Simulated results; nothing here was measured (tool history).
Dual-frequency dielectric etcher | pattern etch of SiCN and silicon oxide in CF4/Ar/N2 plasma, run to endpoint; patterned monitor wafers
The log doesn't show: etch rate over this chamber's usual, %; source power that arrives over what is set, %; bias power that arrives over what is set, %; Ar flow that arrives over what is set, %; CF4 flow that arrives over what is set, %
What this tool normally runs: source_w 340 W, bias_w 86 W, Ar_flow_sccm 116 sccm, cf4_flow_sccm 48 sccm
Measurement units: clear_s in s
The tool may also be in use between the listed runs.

| run | hour | source_w | bias_w | Ar_flow_sccm | cf4_flow_sccm | wafers since the last listed run | hours since the last wet clean | hours since the last source power generator calibration | hours since the last bias power generator calibration | hours since the last Ar flow controller change | hours since the last CF4 flow controller change | hours since the last upper electrode change | incoming incoming film thickness, nm | clear_s |
|---|---|---|---|---|---|---|---|---|---|---|---|---|---|---|
| 1 | 0 | 340 | 86 | 126 | 48 | 0 | 401.3 | 3280 | 2515.3 | 3559.8 | 4861.5 | 3724.7 | 10.42 | 15.9 |
| 2 | 22.7 | 340 | 86 | 126 | 48 | 240 | 424 | 3302.7 | 2538 | 3582.5 | 4884.2 | 3747.4 | 10.43 | 15.8 |
| 3 | 45.3 | 340 | 86 | 126 | 48 | 239 | 446.6 | 3325.3 | 2560.6 | 3605.1 | 4906.8 | 3770 | 10.3 | 15.6 |
| 4 | 80 | 340 | 68 | 116 | 48 | 367 | 481.3 | 3360 | 2595.3 | 3639.8 | 4941.5 | 3804.7 | 10.4 | 16.5 |
| 5 | 106.2 | 340 | 86 | 116 | 48 | 277 | 507.5 | 3386.2 | 2621.5 | 3666 | 4967.7 | 3830.9 | 10.36 | 15.5 |
|  | 131.3 | wet clean of the chamber |
| 6 | 131.8 | 340 | 86 | 116 | 48 | 16 | 0.5 | 3411.8 | 2647.1 | 3691.6 | 4993.3 | 3856.5 | 10.38 | 15.6 |
| 7 | 138.7 | 340 | 86 | 116 | 48 | 72 | 7.4 | 3418.7 | 2654 | 3698.5 | 5000.2 | 3863.4 | 10.46 | 15.8 |
| 8 | 168.6 | 340 | 86 | 116 | 48 | 316 | 37.3 | 3448.6 | 2683.9 | 3728.4 | 5030.1 | 3893.3 | 10.32 | 15.6 |
| 9 | 189.6 | 340 | 86 | 116 | 48 | 222 | 58.3 | 3469.6 | 2704.9 | 3749.4 | 5051.1 | 3914.3 | 10.44 | 15.7 |
| 10 | 206.1 | 340 | 86 | 128 | 48 | 174 | 74.8 | 3486.1 | 2721.4 | 3765.9 | 5067.6 | 3930.8 | 10.36 | 15.9 |
|  | 214 | Ar flow controller replaced |
|  | 249.7 | upper electrode replaced |
| 11 | 250.2 | 340 | 86 | 116 | 48 | 149 | 118.9 | 3530.2 | 2765.5 | 36.2 | 5111.7 | 0.5 | 10.45 | 15.7 |
| 12 | 265.2 | 340 | 79 | 104 | 48 | 158 | 133.9 | 3545.2 | 2780.5 | 51.2 | 5126.7 | 15.5 | 10.48 | 15.7 |

The next listed run, before its measurement:
| 13 | 287.3 | 340 | 86 | 116 | 48 | 233 | 156 | 3567.3 | 2802.6 | 73.3 | 5148.8 | 37.6 | 10.43 | ? |

{"run 13": {"clear_s": 15.7}}
Without the tool's hidden state the same run would have given clear_s 15.7 s.

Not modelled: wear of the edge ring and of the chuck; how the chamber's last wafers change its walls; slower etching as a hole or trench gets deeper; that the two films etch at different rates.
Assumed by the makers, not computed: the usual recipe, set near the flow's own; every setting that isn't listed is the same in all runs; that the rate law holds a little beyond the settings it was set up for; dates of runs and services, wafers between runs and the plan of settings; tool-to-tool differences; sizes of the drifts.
